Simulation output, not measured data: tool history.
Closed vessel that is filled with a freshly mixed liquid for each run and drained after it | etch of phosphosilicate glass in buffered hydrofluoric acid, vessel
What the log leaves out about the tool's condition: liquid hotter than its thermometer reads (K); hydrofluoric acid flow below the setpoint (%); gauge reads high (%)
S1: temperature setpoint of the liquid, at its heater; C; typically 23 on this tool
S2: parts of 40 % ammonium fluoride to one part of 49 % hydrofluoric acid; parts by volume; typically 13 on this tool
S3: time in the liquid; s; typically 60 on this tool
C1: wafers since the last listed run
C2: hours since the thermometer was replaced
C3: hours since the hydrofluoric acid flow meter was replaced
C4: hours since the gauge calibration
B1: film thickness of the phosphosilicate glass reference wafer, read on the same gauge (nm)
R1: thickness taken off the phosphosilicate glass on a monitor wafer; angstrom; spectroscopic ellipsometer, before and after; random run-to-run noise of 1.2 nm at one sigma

| run | hour | S1 | S2 | S3 | C1 | C2 | C3 | C4 | B1 | R1 |
|---|---|---|---|---|---|---|---|---|---|---|
| 1 | 0 | 23 | 14.5 | 85 | 0 | 1191.6 | 264.3 | 20.3 | 150.04 | 1594.7 |
| 2 | 11 | 23 | 14.5 | 85 | 745 | 1202.6 | 275.3 | 31.3 | 150.04 | 1592.7 |
| 3 | 21.6 | 23 | 13 | 60 | 718 | 1213.2 | 285.9 | 41.9 | 149.99 | 1240.9 |
| 4 | 30.1 | 23 | 13 | 60 | 576 | 1221.7 | 294.4 | 50.4 | 149.97 | 1234 |
| 5 | 47 | 23 | 13 | 60 | 1145 | 1238.6 | 311.3 | 67.3 | 150.03 | 1230.8 |
| 6 | 61.1 | 23 | 13 | 60 | 955 | 1252.7 | 325.4 | 81.4 | 149.93 | 1220.9 |
| 7 | 67.1 | 19 | 13 | 60 | 406 | 1258.7 | 331.4 | 87.4 | 149.99 | 975.2 |
| 8 | 78.7 | 23 | 13 | 60 | 786 | 1270.3 | 343 | 99 | 149.98 | 1211 |
| 9 | 85.5 | 23 | 13 | 60 | 460 | 1277.1 | 349.8 | 105.8 | 150.03 | 1202.7 |
|  | 89.7 | gauge calibrated |
| 10 | 91.6 | 23 | 13 | 60 | 413 | 1283.2 | 355.9 | 1.9 | 150.02 | 1237.5 |
| 11 | 106.5 | 23 | 13 | 60 | 1010 | 1298.1 | 370.8 | 16.8 | 150.01 | 1206.3 |
| 12 | 114.3 | 26.5 | 18 | 35 | 528 | 1305.9 | 378.6 | 24.6 | 149.99 | 611.9 |
| 13 | 125 | 23 | 18 | 75 | 725 | 1316.6 | 389.3 | 35.3 | 149.99 | 1090.6 |
|  | 134 | hydrofluoric acid flow meter replaced |
| 14 | 137.3 | 23 | 10 | 70 | 766 | 1328.9 | 3.3 | 47.6 | 150.02 | 2057.4 |
| 15 | 144.2 | 23 | 13 | 60 | 467 | 1335.8 | 10.2 | 54.5 | 150.07 | 1354.5 |
| 16 | 153.3 | 20.5 | 11 | 35 | 616 | 1344.9 | 19.3 | 63.6 | 150.04 | 808.9 |
|  | 157.1 | thermometer replaced |
| 17 | 166.7 | 19.5 | 13 | 45 | 840 | 9.6 | 32.7 | 77 | 150 | 824.1 |
| 18 | 177 | 23 | 13 | 40 | 698 | 19.9 | 43 | 87.3 | 149.97 | 897 |
| 19 | 190.1 | 23 | 13 | 40 | 888 | 33 | 56.1 | 100.4 | 150 | 883.6 |
|  | 200 | gauge calibrated |
| 20 | 202.8 | 23 | 13 | 60 | 860 | 45.7 | 68.8 | 2.8 | 150.02 | 1335.3 |
| 21 | 215.5 | 23 | 13 | 60 | 860 | 58.4 | 81.5 | 15.5 | 150.02 | 1323.4 |
| 22 | 221.5 | 25.5 | 8.5 | 30 | 406 | 64.4 | 87.5 | 21.5 | 149.97 | 1102.7 |

Branching from run 22: 4 alternative next runs. What would each branch give?
| A | 222.2 | 23 | 15.5 | 60 | 47 | 65.1 | 88.2 | 22.2 | ? | ? |
| B | 222.2 | 19 | 10 | 45 | 47 | 65.1 | 88.2 | 22.2 | ? | ? |
| C | 222.2 | 19 | 8.5 | 35 | 47 | 65.1 | 88.2 | 22.2 | ? | ? |
| D | 222.2 | 27.5 | 13 | 90 | 47 | 65.1 | 88.2 | 22.2 | ? | ? |

| run | B1 | R1 |
|---|---|---|
| A | 150.05 | 1099.8 |
| B | 150.05 | 1014.1 |
| C | 150.05 | 894.2 |
| D | 150.05 | 2501.8 |
Without the tool's unlogged condition, the same runs would have read:
| run | R1 |
|---|---|
| A | 1128 |
| B | 1039.8 |
| C | 919.6 |
| D | 2565.6 |
